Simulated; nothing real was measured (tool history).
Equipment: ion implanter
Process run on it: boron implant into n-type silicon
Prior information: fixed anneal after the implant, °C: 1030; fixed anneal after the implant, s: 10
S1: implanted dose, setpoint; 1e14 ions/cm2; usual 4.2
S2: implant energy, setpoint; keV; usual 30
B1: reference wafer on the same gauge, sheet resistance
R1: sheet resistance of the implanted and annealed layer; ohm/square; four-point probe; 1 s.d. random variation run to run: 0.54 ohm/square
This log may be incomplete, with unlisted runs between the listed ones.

| run | day | S1 | S2 | B1 | R1 |
|---|---|---|---|---|---|
| 1 | 0 | 4.2 | 30 | 286.99 | 248.44 |
| 2 | 0.454 | 4.2 | 30 | 286.93 | 248.14 |
| 3 | 1.171 | 4.2 | 30 | 287.08 | 247.06 |
| 4 | 1.471 | 4.2 | 30 | 286.92 | 248.23 |
| 5 | 2.179 | 4.2 | 30 | 287.14 | 246.8 |
| 6 | 2.825 | 4.2 | 26.5 | 287.02 | 250.79 |
| 7 | 3.521 | 4.2 | 26.5 | 286.95 | 251.1 |
| 8 | 3.888 | 3.67 | 30 | 287.07 | 275.48 |
| 9 | 4.517 | 3.67 | 30 | 286.99 | 275.51 |
| 10 | 4.925 | 4.2 | 30 | 287.04 | 246.62 |
| 11 | 5.521 | 5.18 | 30 | 287.06 | 207.27 |
| 12 | 6.267 | 5.18 | 30 | 287.16 | 206.33 |
|  | 6.733 | gauge calibrated |
|  | 7.046 | Faraday cup replaced and dose calibrated |
| 13 | 7.067 | 4.72 | 26.5 | 287.16 | 234.91 |
| 14 | 7.567 | 4.95 | 23.5 | 287.08 | 229.56 |
| 15 | 7.871 | 4.59 | 35 | 287.25 | 232.47 |
| 16 | 8.242 | 4.2 | 30 | 286.91 | 254.56 |
| 17 | 8.762 | 2.95 | 36 | 286.91 | 331 |
| 18 | 9.067 | 3.67 | 30 | 287.26 | 284.07 |
| 19 | 9.542 | 4.91 | 27 | 286.93 | 227.06 |
|  | 10.333 | extraction supply calibrated |
| 20 | 10.354 | 4.9 | 25.5 | 286.99 | 227.47 |
| 21 | 10.708 | 3.16 | 36.5 | 286.8 | 314.02 |
| 22 | 10.962 | 4.2 | 30 | 286.92 | 254.58 |
| 23 | 11.388 | 3.49 | 40.5 | 287.09 | 285.96 |
| 24 | 12.921 | 4.91 | 35.5 | 286.93 | 220.28 |

Each row is a separate what-if for the run after 24, all from the same tool condition, not one after another. Results?
| A | 12.938 | 4.2 | 30 | ? | ? |
| B | 12.938 | 5.22 | 25.5 | ? | ? |
| C | 12.938 | 4.61 | 30 | ? | ? |

| run | B1 | R1 |
|---|---|---|
| A | 286.88 | 254.24 |
| B | 286.88 | 216.6 |
| C | 286.88 | 235.58 |
What these runs would have given with no unlogged condition in the tool:
| run | R1 |
|---|---|
| A | 253.26 |
| B | 215.76 |
| C | 234.67 |
